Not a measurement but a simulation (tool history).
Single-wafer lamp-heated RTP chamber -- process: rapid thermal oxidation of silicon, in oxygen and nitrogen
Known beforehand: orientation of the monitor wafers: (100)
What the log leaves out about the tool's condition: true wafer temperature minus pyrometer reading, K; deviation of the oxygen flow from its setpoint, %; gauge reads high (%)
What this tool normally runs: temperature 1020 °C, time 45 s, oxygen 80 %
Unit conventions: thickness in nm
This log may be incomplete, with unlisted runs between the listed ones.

| run | hour | temperature | time | oxygen | wafers since the last listed run | wafers since the last pyrometer calibration | hours since the oxygen flow controller was replaced | hours since the gauge calibration | read-back reference wafer on the same gauge, thickness | thickness |
|---|---|---|---|---|---|---|---|---|---|---|
| 1 | 0.0 | 1003 | 45 | 80 | 0 | 7396 | 1912.0 | 363.4 | 5.832 | 5.352 |
| 2 | 25.2 | 1033 | 45 | 80 | 205 | 7602 | 1937.2 | 388.6 | 5.831 | 6.626 |
| 3 | 53.0 | 1020 | 45 | 80 | 226 | 7828 | 1965.0 | 416.4 | 5.833 | 6.064 |
| 4 | 65.7 | 1020 | 45 | 80 | 103 | 7932 | 1977.7 | 429.1 | 5.830 | 6.054 |
| 5 | 84.8 | 1020 | 33 | 80 | 155 | 8087 | 1996.8 | 448.2 | 5.830 | 5.307 |
| 6 | 107.8 | 1020 | 33 | 80 | 187 | 8275 | 2019.8 | 471.2 | 5.830 | 5.304 |
| 7 | 208.5 | 1020 | 45 | 80 | 820 | 9095 | 2120.5 | 571.9 | 5.834 | 6.052 |
|  | 211.7 | gauge calibrated |
| 8 | 236.0 | 1020 | 45 | 80 | 224 | 9320 | 2148.0 | 24.3 | 5.830 | 6.058 |
| 9 | 265.9 | 1020 | 45 | 80 | 243 | 9563 | 2177.9 | 54.2 | 5.830 | 6.059 |
| 10 | 283.3 | 1020 | 45 | 80 | 141 | 9705 | 2195.3 | 71.6 | 5.831 | 6.055 |
| 11 | 296.6 | 1020 | 45 | 80 | 108 | 9813 | 2208.6 | 84.9 | 5.832 | 6.050 |
| 12 | 325.4 | 1020 | 45 | 80 | 234 | 10048 | 2237.4 | 113.7 | 5.836 | 6.055 |
|  | 342.2 | pyrometer window cleaned and pyrometer calibrated |
| 13 | 358.2 | 1020 | 35 | 80 | 202 | 130 | 2270.2 | 146.5 | 5.827 | 5.400 |
| 14 | 375.6 | 1020 | 45 | 80 | 141 | 272 | 2287.6 | 163.9 | 5.829 | 5.998 |
| 15 | 473.9 | 1020 | 45 | 80 | 801 | 1073 | 2385.9 | 262.2 | 5.831 | 5.996 |
| 16 | 508.2 | 1020 | 45 | 80 | 279 | 1352 | 2420.2 | 296.5 | 5.830 | 5.996 |
| 17 | 523.0 | 1020 | 45 | 74 | 120 | 1473 | 2435.0 | 311.3 | 5.834 | 5.859 |
| 18 | 547.7 | 1020 | 45 | 80 | 201 | 1674 | 2459.7 | 336.0 | 5.831 | 6.016 |
| 19 | 560.5 | 1020 | 45 | 80 | 104 | 1778 | 2472.5 | 348.8 | 5.829 | 6.000 |
| 20 | 593.2 | 1020 | 45 | 80 | 266 | 2045 | 2505.2 | 381.5 | 5.829 | 6.004 |
| 21 | 611.7 | 1036 | 64 | 80 | 150 | 2196 | 2523.7 | 400.0 | 5.831 | 7.855 |
|  | 637.2 | oxygen flow controller replaced |
| 22 | 641.7 | 1010 | 62 | 60 | 179 | 2375 | 4.5 | 430.0 | 5.830 | 5.826 |
| 23 | 666.3 | 1020 | 28 | 80 | 200 | 2575 | 29.1 | 454.6 | 5.834 | 4.918 |
| 24 | 749.7 | 1020 | 45 | 80 | 679 | 3255 | 112.5 | 538.0 | 5.833 | 6.036 |
| 25 | 773.8 | 1020 | 59 | 80 | 196 | 3452 | 136.6 | 562.1 | 5.831 | 6.767 |
| 26 | 799.7 | 1011 | 45 | 80 | 211 | 3663 | 162.5 | 588.0 | 5.834 | 5.644 |
|  | 815.5 | gauge calibrated |
| 27 | 821.9 | 1033 | 45 | 80 | 180 | 3844 | 184.7 | 6.4 | 5.831 | 6.609 |
| 28 | 847.2 | 1020 | 57 | 80 | 206 | 4050 | 210.0 | 31.7 | 5.830 | 6.673 |
| 29 | 864.8 | 1020 | 45 | 80 | 143 | 4193 | 227.6 | 49.3 | 5.834 | 6.026 |
| 30 | 892.0 | 1040 | 29 | 52 | 221 | 4415 | 254.8 | 76.5 | 5.827 | 4.961 |
| 31 | 908.0 | 998 | 45 | 98 | 130 | 4545 | 270.8 | 92.5 | 5.835 | 5.528 |
| 32 | 920.1 | 1049 | 28 | 98 | 98 | 4644 | 282.9 | 104.6 | 5.831 | 6.458 |
| 33 | 945.7 | 1041 | 33 | 92 | 208 | 4853 | 308.5 | 130.2 | 5.827 | 6.403 |
| 34 | 958.2 | 1020 | 45 | 66 | 101 | 4954 | 321.0 | 142.7 | 5.828 | 5.636 |
| 35 | 976.4 | 1020 | 45 | 80 | 148 | 5103 | 339.2 | 160.9 | 5.830 | 6.035 |
| 36 | 1008.2 | 997 | 55 | 89 | 259 | 5362 | 371.0 | 192.7 | 5.830 | 5.809 |
| 37 | 1032.3 | 1020 | 45 | 80 | 196 | 5558 | 395.1 | 216.8 | 5.831 | 6.041 |

Give the tool's hidden conditions for every run:
deviation of the oxygen flow from its setpoint, %: 0 across all the runs
gauge reads high (%): 0 across all the runs
H1: true wafer temperature minus pyrometer reading, K
| run | H1 |
|---|---|
| 1 | 1.15 |
| 2 | 1.18 |
| 3 | 1.21 |
| 4 | 1.22 |
| 5 | 1.25 |
| 6 | 1.27 |
| 7 | 1.39 |
| 8 | 1.42 |
| 9 | 1.45 |
| 10 | 1.47 |
| 11 | 1.49 |
| 12 | 1.52 |
| 13 | 0.154 |
| 14 | 0.174 |
| 15 | 0.286 |
| 16 | 0.325 |
| 17 | 0.342 |
| 18 | 0.37 |
| 19 | 0.384 |
| 20 | 0.421 |
| 21 | 0.442 |
| 22 | 0.476 |
| 23 | 0.504 |
| 24 | 0.599 |
| 25 | 0.626 |
| 26 | 0.656 |
| 27 | 0.681 |
| 28 | 0.71 |
| 29 | 0.73 |
| 30 | 0.761 |
| 31 | 0.779 |
| 32 | 0.792 |
| 33 | 0.822 |
| 34 | 0.836 |
| 35 | 0.856 |
| 36 | 0.893 |
| 37 | 0.92 |
